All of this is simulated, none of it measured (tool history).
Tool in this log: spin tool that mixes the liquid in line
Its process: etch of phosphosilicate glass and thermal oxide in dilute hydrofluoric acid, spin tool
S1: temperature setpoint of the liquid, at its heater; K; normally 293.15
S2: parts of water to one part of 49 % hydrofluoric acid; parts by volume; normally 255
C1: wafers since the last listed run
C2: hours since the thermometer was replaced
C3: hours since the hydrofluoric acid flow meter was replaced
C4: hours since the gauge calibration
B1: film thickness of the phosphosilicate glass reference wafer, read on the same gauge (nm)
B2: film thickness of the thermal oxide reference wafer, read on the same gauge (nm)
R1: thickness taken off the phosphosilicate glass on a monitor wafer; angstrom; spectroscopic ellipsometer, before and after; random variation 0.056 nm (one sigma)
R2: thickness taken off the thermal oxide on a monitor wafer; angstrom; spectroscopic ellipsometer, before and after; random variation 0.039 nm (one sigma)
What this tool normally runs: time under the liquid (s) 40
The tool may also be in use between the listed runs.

run 1 hour=0.0 | S1=293.15 S2=255 time_under_the_liquid_(s)=20 | C1=0 C2=1111.2 C3=1266.9 C4=300.1 | B1=90.01 B2=40.003 | R1=33.7 R2=2.72
run 2 hour=30.6 | S1=293.15 S2=255 time_under_the_liquid_(s)=20 | C1=351 C2=1141.8 C3=1297.5 C4=330.7 | B1=90.00 B2=39.990 | R1=33.6 R2=2.78
run 3 hour=101.2 | S1=293.15 S2=255 time_under_the_liquid_(s)=20 | C1=810 C2=1212.4 C3=1368.1 C4=401.3 | B1=89.99 B2=40.009 | R1=33.3 R2=2.88
run 4 hour=142.1 | S1=293.15 S2=300 time_under_the_liquid_(s)=40 | C1=469 C2=1253.3 C3=1409.0 C4=442.2 | B1=90.00 B2=40.020 | R1=53.9 R2=4.51
run 5 hour=167.4 | S1=293.15 S2=300 time_under_the_liquid_(s)=40 | C1=290 C2=1278.6 C3=1434.3 C4=467.5 | B1=90.03 B2=39.984 | R1=53.6 R2=3.99
run 6 hour=216.4 | S1=293.15 S2=300 time_under_the_liquid_(s)=40 | C1=562 C2=1327.6 C3=1483.3 C4=516.5 | B1=90.00 B2=40.007 | R1=53.9 R2=4.44
-- hour=275.9 thermometer replaced
run 7 hour=284.0 | S1=293.15 S2=255 time_under_the_liquid_(s)=40 | C1=764 C2=8.1 C3=1550.9 C4=584.1 | B1=89.99 B2=40.013 | R1=65.9 R2=5.38
run 8 hour=322.0 | S1=293.15 S2=255 time_under_the_liquid_(s)=40 | C1=436 C2=46.1 C3=1588.9 C4=622.1 | B1=89.97 B2=40.001 | R1=65.7 R2=5.21
-- hour=358.6 gauge calibrated
run 9 hour=380.0 | S1=293.15 S2=255 time_under_the_liquid_(s)=55 | C1=665 C2=104.1 C3=1646.9 C4=21.4 | B1=90.01 B2=40.016 | R1=90.5 R2=8.33
run 10 hour=420.8 | S1=296.15 S2=255 time_under_the_liquid_(s)=55 | C1=468 C2=144.9 C3=1687.7 C4=62.2 | B1=89.98 B2=40.010 | R1=99.8 R2=8.54
run 11 hour=458.1 | S1=295.65 S2=155 time_under_the_liquid_(s)=15 | C1=428 C2=182.2 C3=1725.0 C4=99.5 | B1=90.02 B2=40.001 | R1=48.7 R2=3.68
run 12 hour=505.8 | S1=290.15 S2=255 time_under_the_liquid_(s)=40 | C1=547 C2=229.9 C3=1772.7 C4=147.2 | B1=90.00 B2=39.988 | R1=57.9 R2=4.04
run 13 hour=545.6 | S1=290.15 S2=155 time_under_the_liquid_(s)=40 | C1=456 C2=269.7 C3=1812.5 C4=187.0 | B1=90.00 B2=40.008 | R1=104.0 R2=8.85
run 14 hour=591.0 | S1=293.15 S2=195 time_under_the_liquid_(s)=60 | C1=521 C2=315.1 C3=1857.9 C4=232.4 | B1=90.01 B2=39.982 | R1=135.3 R2=10.69
run 15 hour=662.6 | S1=290.15 S2=255 time_under_the_liquid_(s)=40 | C1=822 C2=386.7 C3=1929.5 C4=304.0 | B1=90.01 B2=39.996 | R1=56.8 R2=4.64
-- hour=689.1 hydrofluoric acid flow meter replaced
run 16 hour=715.2 | S1=293.15 S2=255 time_under_the_liquid_(s)=20 | C1=592 C2=439.3 C3=26.1 C4=356.6 | B1=90.02 B2=40.029 | R1=37.4 R2=3.26
run 17 hour=764.8 | S1=293.15 S2=355 time_under_the_liquid_(s)=20 | C1=569 C2=488.9 C3=75.7 C4=406.2 | B1=89.99 B2=40.003 | R1=24.3 R2=1.86
run 18 hour=870.3 | S1=293.15 S2=195 time_under_the_liquid_(s)=60 | C1=1211 C2=594.4 C3=181.2 C4=511.7 | B1=89.99 B2=39.972 | R1=152.6 R2=12.35

What if the next run were any one of these 4? Each begins from the tool's condition after run 18:
run A hour=870.7 | S1=297.65 S2=255 time_under_the_liquid_(s)=40 | C1=4 C2=594.8 C3=181.6 C4=512.1 | B1=? B2=? | R1=? R2=?
run B hour=870.7 | S1=297.15 S2=220 time_under_the_liquid_(s)=60 | C1=4 C2=594.8 C3=181.6 C4=512.1 | B1=? B2=? | R1=? R2=?
run C hour=870.7 | S1=293.15 S2=255 time_under_the_liquid_(s)=30 | C1=4 C2=594.8 C3=181.6 C4=512.1 | B1=? B2=? | R1=? R2=?
run D hour=870.7 | S1=296.15 S2=310 time_under_the_liquid_(s)=60 | C1=4 C2=594.8 C3=181.6 C4=512.1 | B1=? B2=? | R1=? R2=?

run=A B1=90.02 B2=40.007 R1=85.6 R2=6.92
run=B B1=90.02 B2=40.007 R1=151.8 R2=12.25
run=C B1=90.02 B2=40.007 R1=54.5 R2=4.40
run=D B1=90.02 B2=40.007 R1=94.9 R2=7.66
Had the tool no hidden state, the same runs would have come out as:
run=A R1=88.1 R2=7.12
run=B R1=156.1 R2=12.60
run=C R1=56.1 R2=4.53
run=D R1=97.7 R2=7.89
